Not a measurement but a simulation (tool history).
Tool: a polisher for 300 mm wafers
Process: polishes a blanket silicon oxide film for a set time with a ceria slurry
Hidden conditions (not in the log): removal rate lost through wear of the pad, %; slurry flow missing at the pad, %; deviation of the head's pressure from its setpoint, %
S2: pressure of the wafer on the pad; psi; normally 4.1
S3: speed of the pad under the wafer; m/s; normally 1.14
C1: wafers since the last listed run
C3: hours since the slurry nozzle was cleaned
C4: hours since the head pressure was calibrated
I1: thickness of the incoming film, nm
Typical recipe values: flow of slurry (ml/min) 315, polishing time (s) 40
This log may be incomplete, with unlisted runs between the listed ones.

run 1 hour=0.0 | flow_of_slurry_(ml/min)=315 S2=4.1 S3=1.14 polishing_time_(s)=40 | C1=0 wafers_polished_on_this_pad=1418 C3=151.8 C4=619.0 | I1=732.7 | film_removed_(angstrom)=2375
run 2 hour=48.3 | flow_of_slurry_(ml/min)=315 S2=4.1 S3=1.14 polishing_time_(s)=40 | C1=772 wafers_polished_on_this_pad=2191 C3=200.1 C4=667.3 | I1=738.5 | film_removed_(angstrom)=2398
run 3 hour=101.6 | flow_of_slurry_(ml/min)=315 S2=4.1 S3=1.14 polishing_time_(s)=40 | C1=852 wafers_polished_on_this_pad=3043 C3=253.4 C4=720.6 | I1=721.2 | film_removed_(angstrom)=2391
run 4 hour=167.7 | flow_of_slurry_(ml/min)=315 S2=4.1 S3=1.14 polishing_time_(s)=40 | C1=1056 wafers_polished_on_this_pad=4099 C3=319.5 C4=786.7 | I1=737.2 | film_removed_(angstrom)=2413
-- hour=364.6 worn pad replaced by a new one
-- hour=417.5 head pressure recalibrated
run 5 hour=441.1 | flow_of_slurry_(ml/min)=230 S2=4.1 S3=1.14 polishing_time_(s)=47 | C1=4274 wafers_polished_on_this_pad=1190 C3=592.9 C4=23.6 | I1=733.7 | film_removed_(angstrom)=2552
run 6 hour=480.3 | flow_of_slurry_(ml/min)=315 S2=4.1 S3=1.14 polishing_time_(s)=40 | C1=626 wafers_polished_on_this_pad=1817 C3=632.1 C4=62.8 | I1=747.0 | film_removed_(angstrom)=2177
-- hour=568.7 slurry nozzle cleaned
run 7 hour=579.7 | flow_of_slurry_(ml/min)=315 S2=4.1 S3=1.14 polishing_time_(s)=40 | C1=1573 wafers_polished_on_this_pad=3390 C3=11.0 C4=162.2 | I1=726.2 | film_removed_(angstrom)=2286
run 8 hour=659.1 | flow_of_slurry_(ml/min)=315 S2=4.1 S3=1.14 polishing_time_(s)=40 | C1=1269 wafers_polished_on_this_pad=4659 C3=90.4 C4=241.6 | I1=729.1 | film_removed_(angstrom)=2233
run 9 hour=718.9 | flow_of_slurry_(ml/min)=315 S2=4.1 S3=1.14 polishing_time_(s)=47 | C1=955 wafers_polished_on_this_pad=5615 C3=150.2 C4=301.4 | I1=719.2 | film_removed_(angstrom)=2723
run 10 hour=802.1 | flow_of_slurry_(ml/min)=315 S2=4.1 S3=1.14 polishing_time_(s)=47 | C1=1330 wafers_polished_on_this_pad=6945 C3=233.4 C4=384.6 | I1=742.1 | film_removed_(angstrom)=2614
-- hour=821.4 worn pad replaced by a new one
run 11 hour=905.6 | flow_of_slurry_(ml/min)=315 S2=4.1 S3=1.14 polishing_time_(s)=47 | C1=1590 wafers_polished_on_this_pad=1346 C3=336.9 C4=488.1 | I1=739.5 | film_removed_(angstrom)=2678
run 12 hour=951.9 | flow_of_slurry_(ml/min)=315 S2=4.1 S3=0.86 polishing_time_(s)=40 | C1=740 wafers_polished_on_this_pad=2086 C3=383.2 C4=534.4 | I1=737.4 | film_removed_(angstrom)=1798
run 13 hour=1023.8 | flow_of_slurry_(ml/min)=315 S2=4.1 S3=0.86 polishing_time_(s)=40 | C1=1149 wafers_polished_on_this_pad=3235 C3=455.1 C4=606.3 | I1=727.1 | film_removed_(angstrom)=1718
run 14 hour=1108.0 | flow_of_slurry_(ml/min)=315 S2=4.1 S3=1.14 polishing_time_(s)=49 | C1=1346 wafers_polished_on_this_pad=4581 C3=539.3 C4=690.5 | I1=718.4 | film_removed_(angstrom)=2948
run 15 hour=1201.2 | flow_of_slurry_(ml/min)=315 S2=4.1 S3=1.14 polishing_time_(s)=40 | C1=1489 wafers_polished_on_this_pad=6071 C3=632.5 C4=783.7 | I1=736.9 | film_removed_(angstrom)=2414
-- hour=1251.8 worn pad replaced by a new one
run 16 hour=1257.7 | flow_of_slurry_(ml/min)=315 S2=4.1 S3=0.74 polishing_time_(s)=40 | C1=839 wafers_polished_on_this_pad=95 C3=689.0 C4=840.2 | I1=742.6 | film_removed_(angstrom)=1574
-- hour=1291.0 head pressure recalibrated
run 17 hour=1342.4 | flow_of_slurry_(ml/min)=315 S2=5.4 S3=1.46 polishing_time_(s)=40 | C1=1322 wafers_polished_on_this_pad=1417 C3=773.7 C4=51.4 | I1=714.1 | film_removed_(angstrom)=3726
run 18 hour=1432.1 | flow_of_slurry_(ml/min)=355 S2=4.8 S3=1.14 polishing_time_(s)=40 | C1=1433 wafers_polished_on_this_pad=2851 C3=863.4 C4=141.1 | I1=732.9 | film_removed_(angstrom)=2660
-- hour=1449.5 slurry nozzle cleaned
run 19 hour=1533.8 | flow_of_slurry_(ml/min)=315 S2=4.1 S3=1.14 polishing_time_(s)=40 | C1=1609 wafers_polished_on_this_pad=4461 C3=84.3 C4=242.8 | I1=731.7 | film_removed_(angstrom)=2206
run 20 hour=1593.3 | flow_of_slurry_(ml/min)=285 S2=4.9 S3=0.84 polishing_time_(s)=40 | C1=951 wafers_polished_on_this_pad=5412 C3=143.8 C4=302.3 | I1=739.8 | film_removed_(angstrom)=1967
run 21 hour=1670.3 | flow_of_slurry_(ml/min)=315 S2=4.1 S3=1.28 polishing_time_(s)=44 | C1=1230 wafers_polished_on_this_pad=6643 C3=220.8 C4=379.3 | I1=732.9 | film_removed_(angstrom)=2829
-- hour=1701.2 worn pad replaced by a new one
run 22 hour=1752.9 | flow_of_slurry_(ml/min)=360 S2=4.1 S3=1.14 polishing_time_(s)=51 | C1=1256 wafers_polished_on_this_pad=826 C3=303.4 C4=461.9 | I1=721.5 | film_removed_(angstrom)=3069
run 23 hour=1811.2 | flow_of_slurry_(ml/min)=350 S2=4.1 S3=1.14 polishing_time_(s)=40 | C1=932 wafers_polished_on_this_pad=1758 C3=361.7 C4=520.2 | I1=733.5 | film_removed_(angstrom)=2381
run 24 hour=1873.5 | flow_of_slurry_(ml/min)=315 S2=4.1 S3=1.14 polishing_time_(s)=40 | C1=995 wafers_polished_on_this_pad=2754 C3=424.0 C4=582.5 | I1=733.0 | film_removed_(angstrom)=2316
run 25 hour=1942.0 | flow_of_slurry_(ml/min)=315 S2=3.6 S3=1.02 polishing_time_(s)=40 | C1=1095 wafers_polished_on_this_pad=3849 C3=492.5 C4=651.0 | I1=735.8 | film_removed_(angstrom)=1852
run 26 hour=2014.6 | flow_of_slurry_(ml/min)=280 S2=4.1 S3=1.48 polishing_time_(s)=40 | C1=1160 wafers_polished_on_this_pad=5010 C3=565.1 C4=723.6 | I1=745.4 | film_removed_(angstrom)=3064
run 27 hour=2053.8 | flow_of_slurry_(ml/min)=220 S2=3.3 S3=0.88 polishing_time_(s)=35 | C1=626 wafers_polished_on_this_pad=5636 C3=604.3 C4=762.8 | I1=731.6 | film_removed_(angstrom)=1285
run 28 hour=2105.2 | flow_of_slurry_(ml/min)=365 S2=4.1 S3=1.14 polishing_time_(s)=40 | C1=821 wafers_polished_on_this_pad=6458 C3=655.7 C4=814.2 | I1=723.3 | film_removed_(angstrom)=2508
-- hour=2196.3 worn pad replaced by a new one
run 29 hour=2203.4 | flow_of_slurry_(ml/min)=315 S2=5.5 S3=1.28 polishing_time_(s)=40 | C1=1505 wafers_polished_on_this_pad=114 C3=753.9 C4=912.4 | I1=728.7 | film_removed_(angstrom)=3759

Consider 3 possible next runs. They are alternatives, not a sequence: every one starts from the tool as it was left by run 29. What does each give?
run A hour=2203.8 | flow_of_slurry_(ml/min)=315 S2=4.1 S3=1.14 polishing_time_(s)=40 | C1=6 wafers_polished_on_this_pad=120 C3=754.3 C4=912.8 | I1=727.9 | film_removed_(angstrom)=?
run B hour=2203.8 | flow_of_slurry_(ml/min)=230 S2=2.9 S3=0.82 polishing_time_(s)=40 | C1=6 wafers_polished_on_this_pad=120 C3=754.3 C4=912.8 | I1=727.9 | film_removed_(angstrom)=?
run C hour=2203.8 | flow_of_slurry_(ml/min)=315 S2=4.1 S3=1.42 polishing_time_(s)=51 | C1=6 wafers_polished_on_this_pad=120 C3=754.3 C4=912.8 | I1=727.9 | film_removed_(angstrom)=?

run=A film_removed_(angstrom)=2444
run=B film_removed_(angstrom)=1205
run=C film_removed_(angstrom)=3882
What these runs would have given with no unlogged condition in the tool:
run=A film_removed_(angstrom)=2227
run=B film_removed_(angstrom)=1098
run=C film_removed_(angstrom)=3537
